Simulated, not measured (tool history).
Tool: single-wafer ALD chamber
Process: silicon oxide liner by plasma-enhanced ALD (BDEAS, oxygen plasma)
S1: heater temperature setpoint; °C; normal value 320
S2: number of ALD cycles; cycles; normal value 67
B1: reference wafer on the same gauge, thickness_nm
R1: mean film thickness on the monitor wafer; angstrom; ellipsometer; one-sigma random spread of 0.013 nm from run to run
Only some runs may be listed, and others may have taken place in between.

run   hour   S1  S2     B1     R1
  1      0  328  58   6.36  51.47
  2   47.1  309  59  6.363  53.72
  3   67.1  309  59  6.362  53.59
  4   84.2  309  59  6.357   53.6
  5  169.2  320  67  6.364  60.04
  6  188.6  320  67  6.361  59.91
  7  209.8  320  67  6.356   60.3
  8  226.6  320  67  6.356  59.92
       272  -- gauge calibrated
  9  292.4  320  67  6.359  60.15
 10  304.8  320  67  6.359  59.97
 11  324.9  320  67  6.355  59.76
 12  342.1  320  67  6.369  59.72
 13  358.7  311  70  6.362  63.51
 14  375.1  320  67  6.361  59.83
 15  409.1  320  67  6.362  60.11
     428.2  -- thermocouple changed; heater temperature recalibrated
 16  428.7  320  67   6.36  60.04
 17  457.3  324  67  6.363  59.44
 18  470.9  320  67  6.357   59.8
 19  542.1  320  67  6.365  60.34
 20  573.9  324  71  6.361  63.29
 21  606.6  320  72  6.358  64.42
 22  623.7  334  55  6.355   48.1
 23  672.1  314  80  6.365   72.6
 24  703.3  320  67  6.358  59.92
     706.9  -- gauge calibrated
 25  737.8  310  74  6.356  67.35
 26  771.6  311  67  6.361  60.93
 27  801.8  330  78  6.366  68.57
 28  821.1  320  62  6.359  55.45
 29  847.3  335  80   6.36  69.86
 30  867.3  329  78  6.357  68.81
 31  885.6  320  67  6.365  60.19
 32  914.8  320  67  6.364  59.94

Predict each of these 4 candidate next runs independently; none follows another, all start after run 32:
  A  915.3  320  67   ?   ?
  B  915.3  327  71   ?   ?
  C  915.3  315  56   ?   ?
  D  915.3  327  58   ?   ?

run     B1     R1
  A  6.361  60.27
  B  6.361  63.13
  C  6.361  50.79
  D  6.361  51.57
With no hidden state in the tool, these same runs would have given:
run     R1
  A  60.27
  B  63.13
  C  50.79
  D  51.57

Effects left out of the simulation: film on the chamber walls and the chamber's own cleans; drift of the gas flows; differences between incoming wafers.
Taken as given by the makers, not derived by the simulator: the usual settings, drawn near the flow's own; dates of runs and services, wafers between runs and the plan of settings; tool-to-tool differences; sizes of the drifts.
